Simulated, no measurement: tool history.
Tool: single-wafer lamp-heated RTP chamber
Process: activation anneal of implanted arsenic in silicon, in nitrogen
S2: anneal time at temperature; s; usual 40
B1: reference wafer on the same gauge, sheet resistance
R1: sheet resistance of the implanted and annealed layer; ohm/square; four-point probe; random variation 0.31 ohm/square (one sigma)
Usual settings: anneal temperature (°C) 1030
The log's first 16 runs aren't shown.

{"run": 17, "day": 63.883, "anneal temperature (°C)": 1051, "S2": 40, "B1": 241.05, "R1": 202.03}
{"day": 63.971, "done": "gauge calibrated"}
{"run": 18, "day": 67.392, "anneal temperature (°C)": 1030, "S2": 40, "B1": 241.07, "R1": 204.56}
{"run": 19, "day": 71.708, "anneal temperature (°C)": 1030, "S2": 40, "B1": 240.94, "R1": 204.77}
{"run": 20, "day": 74.667, "anneal temperature (°C)": 1030, "S2": 33, "B1": 241.01, "R1": 205.45}
{"run": 21, "day": 78.508, "anneal temperature (°C)": 1030, "S2": 40, "B1": 241.08, "R1": 204.07}
{"run": 22, "day": 81.325, "anneal temperature (°C)": 1057, "S2": 40, "B1": 241.02, "R1": 200.84}
{"run": 23, "day": 83.904, "anneal temperature (°C)": 1002, "S2": 61, "B1": 241, "R1": 205.17}
{"run": 24, "day": 85.992, "anneal temperature (°C)": 1030, "S2": 28, "B1": 241, "R1": 205.28}
{"day": 87.154, "done": "pyrometer window cleaned and pyrometer calibrated"}
{"day": 88.396, "done": "reflector plate cleaned"}
{"run": 25, "day": 88.9, "anneal temperature (°C)": 1030, "S2": 17, "B1": 241, "R1": 209.04}
{"run": 26, "day": 91.0, "anneal temperature (°C)": 1052, "S2": 53, "B1": 241.01, "R1": 200.97}
{"run": 27, "day": 101.383, "anneal temperature (°C)": 1011, "S2": 40, "B1": 240.98, "R1": 206.99}
{"run": 28, "day": 104.917, "anneal temperature (°C)": 1006, "S2": 23, "B1": 240.95, "R1": 209.34}
{"run": 29, "day": 107.279, "anneal temperature (°C)": 1005, "S2": 61, "B1": 241.03, "R1": 205.16}
{"run": 30, "day": 110.883, "anneal temperature (°C)": 1045, "S2": 18, "B1": 241.01, "R1": 206.61}
{"run": 31, "day": 114.046, "anneal temperature (°C)": 1046, "S2": 59, "B1": 241.02, "R1": 200.03}
{"day": 120.304, "done": "pyrometer window cleaned and pyrometer calibrated"}
{"run": 32, "day": 122.188, "anneal temperature (°C)": 1002, "S2": 61, "B1": 240.94, "R1": 206.25}
{"run": 33, "day": 124.321, "anneal temperature (°C)": 1046, "S2": 49, "B1": 241.02, "R1": 202.58}
{"day": 127.167, "done": "reflector plate cleaned"}
{"run": 34, "day": 127.817, "anneal temperature (°C)": 1030, "S2": 40, "B1": 241.05, "R1": 205.07}
{"run": 35, "day": 130.925, "anneal temperature (°C)": 1049, "S2": 32, "B1": 241.04, "R1": 204.07}

Forecast each of these 5 alternatives for the next run:
{"run": "A", "day": 130.942, "anneal temperature (°C)": 1030, "S2": 19, "B1": "?", "R1": "?"}
{"run": "B", "day": 130.942, "anneal temperature (°C)": 1058, "S2": 40, "B1": "?", "R1": "?"}
{"run": "C", "day": 130.942, "anneal temperature (°C)": 1041, "S2": 64, "B1": "?", "R1": "?"}
{"run": "D", "day": 130.942, "anneal temperature (°C)": 1030, "S2": 57, "B1": "?", "R1": "?"}
{"run": "E", "day": 130.942, "anneal temperature (°C)": 1055, "S2": 40, "B1": "?", "R1": "?"}

run=A B1=241.05 R1=207.93
run=B B1=241.05 R1=201.39
run=C B1=241.05 R1=200.87
run=D B1=241.05 R1=203.08
run=E B1=241.05 R1=201.81
Without the tool's hidden state the same runs would have given:
run=A R1=208.33
run=B R1=202.02
run=C R1=201.53
run=D R1=203.64
run=E R1=202.42

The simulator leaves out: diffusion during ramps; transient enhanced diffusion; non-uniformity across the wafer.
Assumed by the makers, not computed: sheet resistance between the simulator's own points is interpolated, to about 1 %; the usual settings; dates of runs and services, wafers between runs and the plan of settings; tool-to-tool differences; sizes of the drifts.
